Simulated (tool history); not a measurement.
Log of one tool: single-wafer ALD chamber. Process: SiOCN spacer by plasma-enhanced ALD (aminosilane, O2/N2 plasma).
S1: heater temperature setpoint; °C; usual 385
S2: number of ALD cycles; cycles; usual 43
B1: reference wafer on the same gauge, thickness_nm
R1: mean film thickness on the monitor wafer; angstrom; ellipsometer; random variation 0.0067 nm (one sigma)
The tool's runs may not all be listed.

Run 1, hour 0: usual settings; B1 2.896. Result: R1 27.15 angstrom.
Run 2, hour 88.4: usual settings; B1 2.904. Result: R1 27.15 angstrom.
Run 3, hour 188.6: usual settings but S1 378 °C; B1 2.899. Result: R1 27.26 angstrom.
Run 4, hour 247.4: usual settings but S1 378 °C; B1 2.84. Result: R1 26.64 angstrom.
Run 5, hour 296.2: usual settings; B1 2.845. Result: R1 26.76 angstrom.
Run 6, hour 466: usual settings; B1 2.855. Result: R1 26.77 angstrom.
Run 7, hour 548.6: usual settings; B1 2.863. Result: R1 26.94 angstrom.
Run 8, hour 599.3: usual settings; B1 2.868. Result: R1 26.92 angstrom.
Run 9, hour 682.1: usual settings; B1 2.869. Result: R1 26.92 angstrom.
Run 10, hour 743.4: usual settings; B1 2.875. Result: R1 27.07 angstrom.
Run 11, hour 845.1: usual settings; B1 2.878. Result: R1 26.96 angstrom.
Run 12, hour 882.1: usual settings; B1 2.874. Result: R1 27 angstrom.
Run 13, hour 1101.2: usual settings; B1 2.882. Result: R1 27.05 angstrom.
Run 14, hour 1139.7: usual settings but S1 399 °C, S2 48 cycles; B1 2.888. Result: R1 30.25 angstrom.
Run 15, hour 1333.5: usual settings but S1 380 °C; B1 2.885. Result: R1 27.22 angstrom.
Run 16, hour 1401.4: usual settings; B1 2.885. Result: R1 27.1 angstrom.
Run 17, hour 1442.3: usual settings but S1 378 °C, S2 48 cycles; B1 2.887. Result: R1 30.25 angstrom.
Run 18, hour 1518.7: usual settings but S1 375 °C, S2 51 cycles; B1 2.887. Result: R1 32.01 angstrom.
Run 19, hour 1615.7: usual settings but S1 376 °C, S2 50 cycles; B1 2.844. Result: R1 31.09 angstrom.
Run 20, hour 1654.6: usual settings but S2 46 cycles; B1 2.846. Result: R1 28.53 angstrom.
Run 21, hour 1714.3: usual settings but S1 396 °C; B1 2.854. Result: R1 26.8 angstrom.
Run 22, hour 1820.3: usual settings but S1 392 °C; B1 2.862. Result: R1 26.94 angstrom.
Run 23, hour 1914.4: usual settings; B1 2.871. Result: R1 26.78 angstrom.
Run 24, hour 1956: usual settings but S1 393 °C, S2 38 cycles; B1 2.871. Result: R1 23.87 angstrom.
Run 25, hour 1998.7: usual settings but S2 36 cycles; B1 2.876. Result: R1 22.55 angstrom.
Run 26, hour 2039.2: usual settings; B1 2.876. Result: R1 27.14 angstrom.

Not shown: 5 entries that the log had between the listed runs. Between which runs, and how does the tool's hidden state differ before and after?
Between runs 2 and 3: thermocouple changed; heater temperature recalibrated (hour 158.4)
  gauge reads high (%): 2.07 -> 2.09
  measured less the result without the state, R1: +0.55 -> +0.56 angstrom
Between runs 3 and 4: gauge calibrated (hour 206.6)
  gauge reads high (%): 2.09 -> -0.0956
  measured less the result without the state, R1: +0.56 -> -0.03 angstrom
Between runs 14 and 15: thermocouple changed; heater temperature recalibrated (hour 1150.3)
  gauge reads high (%): 1.52 -> 1.61
  measured less the result without the state, R1: +0.45 -> +0.43 angstrom
Between runs 18 and 19: gauge calibrated (hour 1590.2)
  gauge reads high (%): 1.67 -> 0.113
  measured less the result without the state, R1: +0.53 -> +0.03 angstrom
Between runs 24 and 25: thermocouple changed; heater temperature recalibrated (hour 1974.7)
  gauge reads high (%): 1.14 -> 1.23
  measured less the result without the state, R1: +0.27 -> +0.28 angstrom
